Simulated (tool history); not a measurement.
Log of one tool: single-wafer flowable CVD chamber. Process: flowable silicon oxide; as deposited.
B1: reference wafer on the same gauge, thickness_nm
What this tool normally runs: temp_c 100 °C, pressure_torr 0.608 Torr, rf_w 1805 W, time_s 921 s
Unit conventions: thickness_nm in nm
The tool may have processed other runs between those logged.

{"run": 1, "day": 0.0, "temp_c": 100, "pressure_torr": 0.608, "rf_w": 1805, "time_s": 921, "B1": 368.705, "thickness_nm": 315.939}
{"run": 2, "day": 0.438, "temp_c": 100, "pressure_torr": 0.608, "rf_w": 1805, "time_s": 921, "B1": 369.015, "thickness_nm": 314.815}
{"run": 3, "day": 0.921, "temp_c": 100, "pressure_torr": 0.608, "rf_w": 1640, "time_s": 799, "B1": 369.049, "thickness_nm": 264.102}
{"run": 4, "day": 1.179, "temp_c": 100, "pressure_torr": 0.608, "rf_w": 1640, "time_s": 799, "B1": 369.136, "thickness_nm": 264.977}
{"run": 5, "day": 1.608, "temp_c": 100, "pressure_torr": 0.608, "rf_w": 1640, "time_s": 799, "B1": 369.169, "thickness_nm": 264.008}
{"run": 6, "day": 2.338, "temp_c": 100, "pressure_torr": 0.561, "rf_w": 1805, "time_s": 1020, "B1": 368.556, "thickness_nm": 320.201}
{"run": 7, "day": 3.042, "temp_c": 100, "pressure_torr": 0.561, "rf_w": 1805, "time_s": 1020, "B1": 368.738, "thickness_nm": 318.156}
{"run": 8, "day": 3.538, "temp_c": 100, "pressure_torr": 0.561, "rf_w": 1805, "time_s": 1020, "B1": 369.421, "thickness_nm": 318.42}
{"run": 9, "day": 4.217, "temp_c": 100, "pressure_torr": 0.608, "rf_w": 1670, "time_s": 921, "B1": 369.398, "thickness_nm": 302.665}
{"run": 10, "day": 4.729, "temp_c": 100, "pressure_torr": 0.608, "rf_w": 1670, "time_s": 921, "B1": 369.252, "thickness_nm": 303.198}
{"run": 11, "day": 5.383, "temp_c": 100, "pressure_torr": 0.608, "rf_w": 1805, "time_s": 921, "B1": 368.989, "thickness_nm": 309.669}
{"run": 12, "day": 5.708, "temp_c": 100, "pressure_torr": 0.665, "rf_w": 1605, "time_s": 1078, "B1": 369.15, "thickness_nm": 382.458}
{"run": 13, "day": 7.812, "temp_c": 100, "pressure_torr": 0.697, "rf_w": 1805, "time_s": 921, "B1": 369.119, "thickness_nm": 353.015}
{"run": 14, "day": 8.075, "temp_c": 100, "pressure_torr": 0.608, "rf_w": 1805, "time_s": 921, "B1": 369.139, "thickness_nm": 308.174}
{"day": 8.267, "done": "gauge calibrated"}
{"run": 15, "day": 8.638, "temp_c": 100, "pressure_torr": 0.608, "rf_w": 1805, "time_s": 921, "B1": 369.213, "thickness_nm": 307.719}
{"run": 16, "day": 9.254, "temp_c": 100, "pressure_torr": 0.729, "rf_w": 1805, "time_s": 921, "B1": 368.909, "thickness_nm": 368.371}
{"day": 10.412, "done": "RF generator calibrated"}
{"day": 10.608, "done": "capacitance manometer re-zeroed and calibrated"}
{"day": 10.883, "done": "showerhead replaced"}
{"run": 17, "day": 10.904, "temp_c": 100, "pressure_torr": 0.67, "rf_w": 2115, "time_s": 921, "B1": 369.161, "thickness_nm": 375.753}
{"day": 11.35, "done": "thermocouple changed; heater temperature recalibrated"}
{"run": 18, "day": 11.417, "temp_c": 109, "pressure_torr": 0.608, "rf_w": 1805, "time_s": 921, "B1": 368.852, "thickness_nm": 271.96}
{"run": 19, "day": 11.846, "temp_c": 100, "pressure_torr": 0.608, "rf_w": 1805, "time_s": 921, "B1": 368.498, "thickness_nm": 381.278}
{"run": 20, "day": 13.25, "temp_c": 92, "pressure_torr": 0.532, "rf_w": 1570, "time_s": 809, "B1": 369.37, "thickness_nm": 375.568}
{"run": 21, "day": 13.575, "temp_c": 90, "pressure_torr": 0.506, "rf_w": 2130, "time_s": 921, "B1": 368.98, "thickness_nm": 476.293}
{"run": 22, "day": 14.212, "temp_c": 100, "pressure_torr": 0.608, "rf_w": 1805, "time_s": 768, "B1": 368.894, "thickness_nm": 316.558}
{"run": 23, "day": 14.625, "temp_c": 109, "pressure_torr": 0.742, "rf_w": 1675, "time_s": 973, "B1": 368.855, "thickness_nm": 341.988}

Alternative continuations, all from the tool just after run 23; predict every row:
{"run": "A", "day": 14.654, "temp_c": 107, "pressure_torr": 0.608, "rf_w": 1805, "time_s": 921, "B1": "?", "thickness_nm": "?"}
{"run": "B", "day": 14.654, "temp_c": 100, "pressure_torr": 0.48, "rf_w": 1515, "time_s": 921, "B1": "?", "thickness_nm": "?"}
{"run": "C", "day": 14.654, "temp_c": 100, "pressure_torr": 0.608, "rf_w": 1505, "time_s": 921, "B1": "?", "thickness_nm": "?"}

run=A B1=369.264 thickness_nm=291.902
run=B B1=369.264 thickness_nm=283.442
run=C B1=369.264 thickness_nm=355.922
With the hidden condition removed and each run's random variation left untouched, the same runs would have given:
run=A thickness_nm=292.24
run=B thickness_nm=283.776
run=C thickness_nm=356.342

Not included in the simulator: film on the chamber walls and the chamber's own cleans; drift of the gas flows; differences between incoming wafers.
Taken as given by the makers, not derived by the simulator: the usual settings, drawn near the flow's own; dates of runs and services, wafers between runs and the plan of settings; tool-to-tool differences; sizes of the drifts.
